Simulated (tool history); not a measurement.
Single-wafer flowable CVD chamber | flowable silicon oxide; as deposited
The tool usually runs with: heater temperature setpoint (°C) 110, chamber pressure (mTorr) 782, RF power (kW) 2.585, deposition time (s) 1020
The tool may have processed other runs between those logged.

run	hour	heater temperature setpoint (°C)	chamber pressure (mTorr)	RF power (kW)	deposition time (s)	read-back reference wafer on the same gauge, thickness_nm	mean film thickness on the monitor wafer (nm)
1	0.0	110	782	2.585	1020	429.146	453.722
2	106.8	110	782	2.585	1020	428.897	452.687
# hour 116.4: capacitance manometer re-zeroed and calibrated
3	203.5	110	782	2.585	1020	429.290	453.762
4	262.8	110	782	2.585	1020	428.926	450.526
5	308.9	110	782	2.585	1020	429.104	453.588
6	412.7	110	827	2.750	1020	429.017	479.399
7	511.1	110	782	2.585	1020	428.910	451.917
# hour 557.4: RF generator calibrated
8	559.2	110	782	2.585	1020	428.899	452.585
# hour 593.8: thermocouple changed; heater temperature recalibrated
9	600.8	110	782	2.585	1020	429.081	454.093
10	669.6	102	646	2.885	1220	428.824	566.802
11	760.6	107	782	2.585	1020	429.010	488.593
12	852.5	110	619	2.585	1020	429.195	357.271
13	957.7	110	782	2.585	1210	429.243	538.603
14	1044.9	101	782	2.585	840	429.269	487.026
# hour 1102.7: capacitance manometer re-zeroed and calibrated
15	1107.6	110	725	2.910	1020	428.996	426.249
16	1283.3	110	913	2.585	920	429.180	476.001
17	1373.9	110	782	2.585	1020	429.015	454.122
# hour 1430.1: showerhead replaced
18	1430.6	110	782	2.420	1020	428.846	448.220
# hour 1469.6: gauge calibrated
19	1529.7	96	782	2.585	1020	428.894	679.984
20	1632.3	110	782	2.405	890	428.758	391.171
21	1698.1	110	782	2.585	900	429.350	401.401
22	1774.2	110	782	2.585	1020	429.107	450.813
23	1817.6	98	665	2.585	1020	428.833	544.152
24	1915.6	107	782	2.585	1020	428.473	494.221
25	1975.0	96	782	2.375	890	428.883	586.830
# hour 2158.1: capacitance manometer re-zeroed and calibrated
26	2260.0	110	782	2.585	1020	428.737	450.499
# hour 2326.4: thermocouple changed; heater temperature recalibrated
27	2352.4	110	616	2.905	1210	429.260	427.455

5 options for the next run, each taken on its own from the tool as it stands now. Forecast them:
A	2353.1	110	782	2.585	1020	?	?
B	2353.1	110	703	3.025	1120	?	?
C	2353.1	97	699	2.305	1180	?	?
D	2353.1	110	782	2.585	1080	?	?
E	2353.1	110	782	2.585	1100	?	?

run	read-back reference wafer on the same gauge, thickness_nm	mean film thickness on the monitor wafer (nm)
A	429.108	452.678
B	429.108	452.929
C	429.108	675.477
D	429.108	479.306
E	429.108	488.182
What these runs would have given with no unlogged condition in the tool:
run	mean film thickness on the monitor wafer (nm)
A	452.678
B	452.929
C	675.477
D	479.306
E	488.182
